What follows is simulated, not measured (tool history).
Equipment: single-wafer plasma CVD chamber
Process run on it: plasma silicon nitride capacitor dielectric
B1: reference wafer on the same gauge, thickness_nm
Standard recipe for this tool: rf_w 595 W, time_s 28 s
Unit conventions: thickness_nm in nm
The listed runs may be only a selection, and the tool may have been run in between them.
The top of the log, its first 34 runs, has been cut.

run 35 hour=1830 | rf_w=505 time_s=28 | B1=45.889 | thickness_nm=43.51
run 36 hour=1898.4 | rf_w=710 time_s=32 | B1=45.862 | thickness_nm=51.714
run 37 hour=1948.1 | rf_w=515 time_s=23.2 | B1=45.902 | thickness_nm=36.114
-- hour=1949 gauge calibrated
run 38 hour=2019.4 | rf_w=495 time_s=32.4 | B1=45.895 | thickness_nm=49.987
run 39 hour=2065.1 | rf_w=655 time_s=30 | B1=45.867 | thickness_nm=47.912
run 40 hour=2130.9 | rf_w=635 time_s=25.7 | B1=45.909 | thickness_nm=40.879
run 41 hour=2179.3 | rf_w=595 time_s=28 | B1=45.899 | thickness_nm=44.368
run 42 hour=2228 | rf_w=595 time_s=23 | B1=45.891 | thickness_nm=36.128

Alternative continuations, all from the tool just after run 42; predict every row:
run A hour=2228.4 | rf_w=595 time_s=28 | B1=? | thickness_nm=?
run B hour=2228.4 | rf_w=505 time_s=23.9 | B1=? | thickness_nm=?
run C hour=2228.4 | rf_w=545 time_s=30 | B1=? | thickness_nm=?
run D hour=2228.4 | rf_w=710 time_s=30 | B1=? | thickness_nm=?
run E hour=2228.4 | rf_w=485 time_s=24.9 | B1=? | thickness_nm=?

run=A B1=45.871 thickness_nm=44.176
run=B B1=45.871 thickness_nm=37.043
run=C B1=45.871 thickness_nm=46.872
run=D B1=45.871 thickness_nm=48.349
run=E B1=45.871 thickness_nm=38.435
The same runs, with their run-to-run variation unchanged, on a tool lacking any hidden condition would have given:
run=A thickness_nm=44.597
run=B thickness_nm=37.396
run=C thickness_nm=47.319
run=D thickness_nm=48.81
run=E thickness_nm=38.801
